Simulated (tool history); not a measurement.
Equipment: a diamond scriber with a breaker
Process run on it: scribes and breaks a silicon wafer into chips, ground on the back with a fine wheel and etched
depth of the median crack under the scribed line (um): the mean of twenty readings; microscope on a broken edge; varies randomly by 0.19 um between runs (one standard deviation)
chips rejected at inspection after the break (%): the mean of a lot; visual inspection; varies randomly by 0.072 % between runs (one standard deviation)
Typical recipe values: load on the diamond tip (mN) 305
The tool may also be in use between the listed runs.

run	hour	load on the diamond tip (mN)	incoming depth of the damage left on the back of the incoming wafer, um	depth of the median crack under the scribed line (um)	chips rejected at inspection after the break (%)
1	0	373	0.69	16.88	5.22
2	76.7	373	0.51	17.01	5.8
3	145.5	350	0.54	16.15	3.61
4	251.2	350	0.48	16.23	3.27
5	353.5	350	0.64	16.16	3.46
6	436.6	305	0.71	14.1	1.2
7	499.2	305	0.74	13.97	1.28
8	554.6	305	0.68	14.05	1.19
9	645.3	305	0.53	13.66	1.28
10	736.5	305	0.7	14.09	1.28
11	792.3	305	0.53	13.89	1.35
12	899.9	305	0.57	14.18	1.34
13	945.2	305	0.43	13.97	1.19
# hour 965.6: diamond tip replaced by a new one
14	1050.2	351	0.4	16.21	3.12
15	1126.7	352	0.31	15.84	3.45
16	1170.7	305	0.46	14.35	1.23
17	1239.4	305	0.47	13.71	1.22
# hour 1246.3: load on the tip recalibrated
18	1281.5	305	0.31	14.13	1.32
19	1345	384	0.42	17.3	6.55
20	1385.5	261	0.7	11.79	4.42
21	1460.7	366	0.38	16.92	4.88
22	1500.4	223	0.62	9.6	15.5
23	1574.5	381	0.78	17.26	6.15
24	1636.2	266	0.5	12.21	3.86
25	1707.5	255	0.49	11.42	6.03
26	1803	236	0.8	10.64	9.99

Predict each of these 4 candidate next runs independently; none follows another, all start after run 26:
A	1803.6	305	0.43	?	?
B	1803.6	374	0.43	?	?
C	1803.6	221	0.43	?	?
D	1803.6	337	0.43	?	?

run	depth of the median crack under the scribed line (um)	chips rejected at inspection after the break (%)
A	13.81	1.31
B	16.89	5.87
C	9.51	16.18
D	15.28	2.48
The same runs, with their run-to-run variation unchanged, on a tool lacking any hidden condition would have given:
run	depth of the median crack under the scribed line (um)	chips rejected at inspection after the break (%)
A	13.81	1.31
B	16.89	5.87
C	9.51	16.18
D	15.28	2.48
